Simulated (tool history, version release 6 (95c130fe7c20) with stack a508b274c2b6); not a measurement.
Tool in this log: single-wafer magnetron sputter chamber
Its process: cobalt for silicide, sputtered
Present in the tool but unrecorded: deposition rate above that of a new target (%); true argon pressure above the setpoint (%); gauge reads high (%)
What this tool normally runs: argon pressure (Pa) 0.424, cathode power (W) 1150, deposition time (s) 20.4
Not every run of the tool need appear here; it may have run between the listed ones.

| run | hour | argon pressure (Pa) | cathode power (W) | deposition time (s) | wafers since the last listed run | wafers on the sputter target | hours since the last manometer calibration | hours since the magnet pack was replaced | hours since the gauge calibration | read-back reference wafer on the same gauge, thickness_nm | mean film thickness on the monitor wafer (Å) |
|---|---|---|---|---|---|---|---|---|---|---|---|
| 1 | 0.0 | 0.424 | 1050 | 20.4 | 0 | 984 | 1571.5 | 12506.4 | 558.1 | 10.508 | 111.15 |
| 2 | 7.0 | 0.424 | 1050 | 20.4 | 175 | 1159 | 1578.5 | 12513.4 | 565.1 | 10.497 | 110.05 |
| 3 | 19.9 | 0.424 | 1150 | 20.4 | 322 | 1481 | 1591.4 | 12526.3 | 578.0 | 10.492 | 116.76 |
| 4 | 29.1 | 0.424 | 1150 | 17.9 | 230 | 1712 | 1600.6 | 12535.5 | 587.2 | 10.495 | 102.13 |
| 5 | 43.9 | 0.424 | 1150 | 17.9 | 370 | 2082 | 1615.4 | 12550.3 | 602.0 | 10.511 | 102.22 |
|  | 66.4 | gauge calibrated |
| 6 | 77.4 | 0.424 | 1150 | 20.4 | 837 | 2920 | 1648.9 | 12583.8 | 11.0 | 10.504 | 115.74 |
|  | 95.5 | capacitance manometer re-zeroed and calibrated |
| 7 | 96.0 | 0.424 | 1150 | 20.4 | 265 | 3185 | 0.5 | 12602.4 | 29.6 | 10.500 | 115.21 |
| 8 | 102.6 | 0.424 | 1150 | 20.4 | 165 | 3350 | 7.1 | 12609.0 | 36.2 | 10.506 | 115.76 |
| 9 | 120.1 | 0.424 | 1150 | 20.4 | 437 | 3788 | 24.6 | 12626.5 | 53.7 | 10.501 | 113.83 |
|  | 131.4 | sputter target and shields replaced |
| 10 | 134.5 | 0.424 | 1150 | 20.4 | 160 | 76 | 39.0 | 12640.9 | 68.1 | 10.502 | 118.49 |
| 11 | 145.4 | 0.424 | 1150 | 20.4 | 272 | 349 | 49.9 | 12651.8 | 79.0 | 10.502 | 118.11 |
| 12 | 162.4 | 0.424 | 1150 | 20.4 | 425 | 774 | 66.9 | 12668.8 | 96.0 | 10.502 | 118.30 |
| 13 | 171.9 | 0.424 | 1050 | 21.5 | 237 | 1012 | 76.4 | 12678.3 | 105.5 | 10.499 | 116.57 |
| 14 | 180.1 | 0.424 | 1050 | 21.5 | 205 | 1217 | 84.6 | 12686.5 | 113.7 | 10.503 | 116.50 |
| 15 | 195.6 | 0.524 | 900 | 20.4 | 387 | 1605 | 100.1 | 12702.0 | 129.2 | 10.499 | 96.44 |
| 16 | 204.9 | 0.335 | 1350 | 20.4 | 232 | 1837 | 109.4 | 12711.3 | 138.5 | 10.499 | 134.60 |
| 17 | 218.4 | 0.424 | 1150 | 20.4 | 337 | 2175 | 122.9 | 12724.8 | 152.0 | 10.500 | 115.86 |
| 18 | 232.6 | 0.424 | 1150 | 18.2 | 355 | 2530 | 137.1 | 12739.0 | 166.2 | 10.499 | 103.85 |
| 19 | 241.4 | 0.342 | 1050 | 17.0 | 220 | 2750 | 145.9 | 12747.8 | 175.0 | 10.492 | 93.27 |
| 20 | 252.3 | 0.424 | 1150 | 23.2 | 272 | 3023 | 156.8 | 12758.7 | 185.9 | 10.500 | 131.62 |
| 21 | 263.0 | 0.424 | 1150 | 20.4 | 267 | 3290 | 167.5 | 12769.4 | 196.6 | 10.501 | 115.44 |
|  | 272.1 | sputter target and shields replaced |
| 22 | 274.8 | 0.496 | 1150 | 20.4 | 95 | 67 | 179.3 | 12781.2 | 208.4 | 10.502 | 116.70 |
|  | 290.0 | magnet pack replaced |
| 23 | 311.5 | 0.568 | 1150 | 20.4 | 717 | 784 | 216.0 | 21.5 | 245.1 | 10.507 | 112.75 |
| 24 | 321.7 | 0.342 | 1050 | 17.0 | 255 | 1040 | 226.2 | 31.7 | 255.3 | 10.499 | 93.81 |
| 25 | 330.0 | 0.424 | 1150 | 20.4 | 207 | 1247 | 234.5 | 40.0 | 263.6 | 10.513 | 117.61 |
| 26 | 345.0 | 0.537 | 1050 | 16.4 | 375 | 1622 | 249.5 | 55.0 | 278.6 | 10.500 | 85.17 |
| 27 | 354.0 | 0.424 | 1150 | 20.4 | 225 | 1847 | 258.5 | 64.0 | 287.6 | 10.490 | 116.37 |
| 28 | 371.3 | 0.488 | 900 | 21.7 | 432 | 2280 | 275.8 | 81.3 | 304.9 | 10.492 | 103.97 |
| 29 | 382.5 | 0.424 | 1150 | 21.9 | 280 | 2560 | 287.0 | 92.5 | 316.1 | 10.501 | 123.66 |
| 30 | 389.1 | 0.567 | 1000 | 20.4 | 165 | 2725 | 293.6 | 99.1 | 322.7 | 10.496 | 101.79 |
| 31 | 399.7 | 0.474 | 1150 | 20.4 | 265 | 2991 | 304.2 | 109.7 | 333.3 | 10.497 | 114.11 |
|  | 411.4 | sputter target and shields replaced |
| 32 | 412.2 | 0.424 | 1150 | 20.4 | 112 | 19 | 316.7 | 122.2 | 345.8 | 10.493 | 118.35 |
| 33 | 423.3 | 0.424 | 1150 | 17.9 | 277 | 297 | 327.8 | 133.3 | 356.9 | 10.489 | 103.57 |
| 34 | 432.2 | 0.424 | 1150 | 20.4 | 222 | 519 | 336.7 | 142.2 | 365.8 | 10.500 | 117.22 |
| 35 | 446.6 | 0.424 | 1000 | 20.4 | 360 | 880 | 351.1 | 156.6 | 380.2 | 10.488 | 107.58 |

A few steps of mean film thickness on the monitor wafer (Å) between consecutive runs. Split each: what settings, incoming material and random variation would produce without the hidden state, and what is left over for the hidden state, along with gauge scatter present in only one of the two compared results (measured, and without hidden state):
Run 9 -> 10: sputter target and shields replaced. mean film thickness on the monitor wafer (Å) +4.66: hidden state +4.05, all else +0.61.
Run 15 -> 16: argon pressure (Pa) 0.524 -> 0.335, cathode power (W) 900 -> 1350. mean film thickness on the monitor wafer (Å) +38.16: hidden state -0.84, all else +39.00.
Run 19 -> 20: argon pressure (Pa) 0.342 -> 0.424, cathode power (W) 1050 -> 1150, deposition time (s) 17.0 -> 23.2. mean film thickness on the monitor wafer (Å) +38.35: hidden state -1.26, all else +39.61.
Run 21 -> 22: argon pressure (Pa) 0.424 -> 0.496, sputter target and shields replaced. mean film thickness on the monitor wafer (Å) +1.26: hidden state +3.13, all else -1.87.
Run 25 -> 26: argon pressure (Pa) 0.424 -> 0.537, cathode power (W) 1150 -> 1050, deposition time (s) 20.4 -> 16.4. mean film thickness on the monitor wafer (Å) -32.44: hidden state +0.17, all else -32.61.
Run 31 -> 32: argon pressure (Pa) 0.474 -> 0.424, sputter target and shields replaced. mean film thickness on the monitor wafer (Å) +4.24: hidden state +3.03, all else +1.21.

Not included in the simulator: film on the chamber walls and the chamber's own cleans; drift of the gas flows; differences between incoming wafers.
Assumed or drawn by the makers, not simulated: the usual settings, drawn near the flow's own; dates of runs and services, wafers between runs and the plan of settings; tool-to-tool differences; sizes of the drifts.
